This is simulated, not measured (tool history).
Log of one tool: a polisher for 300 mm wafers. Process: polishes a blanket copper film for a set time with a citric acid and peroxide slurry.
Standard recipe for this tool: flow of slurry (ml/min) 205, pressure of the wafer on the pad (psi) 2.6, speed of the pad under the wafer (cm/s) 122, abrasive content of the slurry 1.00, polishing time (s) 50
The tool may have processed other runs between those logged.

run,hour,flow of slurry (ml/min),pressure of the wafer on the pad (psi),speed of the pad under the wafer (cm/s),abrasive content of the slurry,polishing time (s),wafers since the last listed run,wafers polished on this pad,hours since the slurry nozzle was cleaned,hours since the head pressure was calibrated,hours since the slurry blender was calibrated,"incoming thickness of the incoming film, nm",film removed (Å)
1,0.0,205,2.6,122,1.00,50,0,2843,52.8,346.7,306.8,1221.3,1320
# hour 9.6: slurry blender recalibrated
# hour 28.7: worn pad replaced by a new one
2,77.4,205,2.6,122,1.00,50,747,510,130.2,424.1,67.8,1241.6,1297
3,173.0,205,2.6,98,1.00,50,1001,1511,225.8,519.7,163.4,1231.7,1097
# hour 202.9: slurry nozzle cleaned
# hour 267.5: slurry blender recalibrated
4,273.7,205,2.6,122,1.00,50,1023,2534,70.8,620.4,6.2,1252.3,1296
5,314.5,205,2.6,122,1.00,50,427,2961,111.6,661.2,47.0,1237.0,1324
# hour 319.7: worn pad replaced by a new one
6,380.4,205,3.1,122,1.00,41,648,635,177.5,727.1,112.9,1222.7,1228
# hour 452.8: slurry nozzle cleaned
7,455.8,205,3.1,122,1.00,41,779,1414,3.0,802.5,188.3,1231.8,1209
8,506.4,205,3.1,122,1.00,41,529,1944,53.6,853.1,238.9,1234.8,1254
9,543.9,205,2.6,122,1.00,50,392,2337,91.1,890.6,276.4,1238.3,1332
# hour 574.7: worn pad replaced by a new one
# hour 583.4: slurry blender recalibrated
10,584.3,205,2.6,122,1.00,50,360,79,131.5,931.0,0.9,1237.9,1369
# hour 605.8: head pressure recalibrated
11,629.3,205,2.6,122,1.00,50,450,530,176.5,23.5,45.9,1244.8,1242
12,735.9,205,2.6,122,1.00,50,1116,1646,283.1,130.1,152.5,1223.5,1285
# hour 761.8: slurry nozzle cleaned
# hour 834.5: slurry blender recalibrated
13,841.8,225,2.6,122,1.00,50,1077,2724,80.0,236.0,7.3,1249.9,1267
# hour 855.4: worn pad replaced by a new one
14,936.2,175,2.6,158,1.30,45,946,846,174.4,330.4,101.7,1233.5,1552
15,1035.0,245,2.6,148,1.00,66,1034,1881,273.2,429.2,200.5,1248.8,2069
# hour 1071.9: slurry nozzle cleaned
16,1073.7,205,3.3,122,1.00,50,394,2276,1.8,467.9,239.2,1236.8,1524
# hour 1108.4: worn pad replaced by a new one
17,1123.1,205,3.2,140,1.10,50,475,153,51.2,517.3,288.6,1236.3,1779
# hour 1132.0: slurry blender recalibrated
18,1181.4,205,2.6,122,1.00,50,589,743,109.5,575.6,49.4,1222.0,1300
19,1272.5,205,2.6,122,1.15,50,954,1697,200.6,666.7,140.5,1241.9,1341
# hour 1378.0: slurry blender recalibrated
20,1378.5,240,2.6,122,1.00,55,1089,2786,306.6,772.7,0.5,1236.1,1511
# hour 1382.1: slurry nozzle cleaned
# hour 1418.6: worn pad replaced by a new one
21,1428.8,205,2.6,108,1.15,64,474,106,46.7,823.0,50.8,1258.6,1622

Measured result minus the same run's result without the hidden state. Both carry the same run-to-run variation, though not necessarily the same gauge scatter:
Hidden conditions of the tool in this case: removal rate lost through wear of the pad, %; slurry flow missing at the pad, %; deviation of the head's pressure from its setpoint, %; abrasive missing from the slurry, %.
run,film removed (Å)
1,+16
2,+24
3,+27
4,+42
5,+47
6,+50
7,+55
8,+62
9,+69
10,+74
11,-16
12,-5
13,+5
14,+18
15,+39
16,+33
17,+45
18,+38
19,+48
20,+65
21,+76

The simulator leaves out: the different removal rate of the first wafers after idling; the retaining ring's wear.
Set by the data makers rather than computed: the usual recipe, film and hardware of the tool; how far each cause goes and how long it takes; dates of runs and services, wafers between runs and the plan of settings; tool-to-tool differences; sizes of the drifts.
